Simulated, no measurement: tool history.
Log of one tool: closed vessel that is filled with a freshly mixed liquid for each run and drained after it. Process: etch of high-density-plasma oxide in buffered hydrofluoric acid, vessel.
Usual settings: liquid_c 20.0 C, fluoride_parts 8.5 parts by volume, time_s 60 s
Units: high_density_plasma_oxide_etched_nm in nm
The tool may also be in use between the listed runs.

| run | hour | liquid_c | fluoride_parts | time_s | read-back film thickness of the high-density-plasma oxide reference wafer, read on the same gauge (nm) | high_density_plasma_oxide_etched_nm |
|---|---|---|---|---|---|---|
| 1 | 0.0 | 22.0 | 8.5 | 60 | 40.05 | 81.12 |
| 2 | 169.0 | 22.0 | 8.5 | 60 | 40.03 | 80.43 |
| 3 | 256.7 | 22.0 | 8.5 | 60 | 39.99 | 81.62 |
| 4 | 338.9 | 20.0 | 8.5 | 60 | 40.00 | 71.34 |
| 5 | 411.7 | 20.0 | 8.5 | 60 | 40.00 | 72.50 |
| 6 | 474.4 | 20.0 | 8.5 | 60 | 39.98 | 72.03 |
| 7 | 563.1 | 20.0 | 8.5 | 70 | 39.98 | 84.24 |
| 8 | 665.5 | 20.0 | 8.5 | 30 | 39.98 | 36.64 |
| 9 | 725.3 | 20.0 | 8.5 | 70 | 39.95 | 83.97 |
| 10 | 761.9 | 20.0 | 8.5 | 85 | 39.99 | 101.67 |
| 11 | 828.8 | 22.5 | 8.5 | 80 | 39.99 | 110.67 |
| 12 | 933.7 | 20.0 | 8.5 | 60 | 40.02 | 72.04 |
| 13 | 999.5 | 20.0 | 10.0 | 40 | 40.02 | 42.24 |
| 14 | 1094.1 | 17.0 | 9.5 | 60 | 40.02 | 55.59 |

Taken out of this log: 3 entries between the listed runs. Where each belongs, and how the hidden state differs across it:
Between runs 4 and 5: hydrofluoric acid flow meter replaced (hour 340.6)
  no hidden state differs between the two runs
Between runs 7 and 8: thermometer replaced (hour 567.6)
  no hidden state differs between the two runs
Between runs 9 and 10: gauge calibrated (hour 750.1)
  no hidden state differs between the two runs
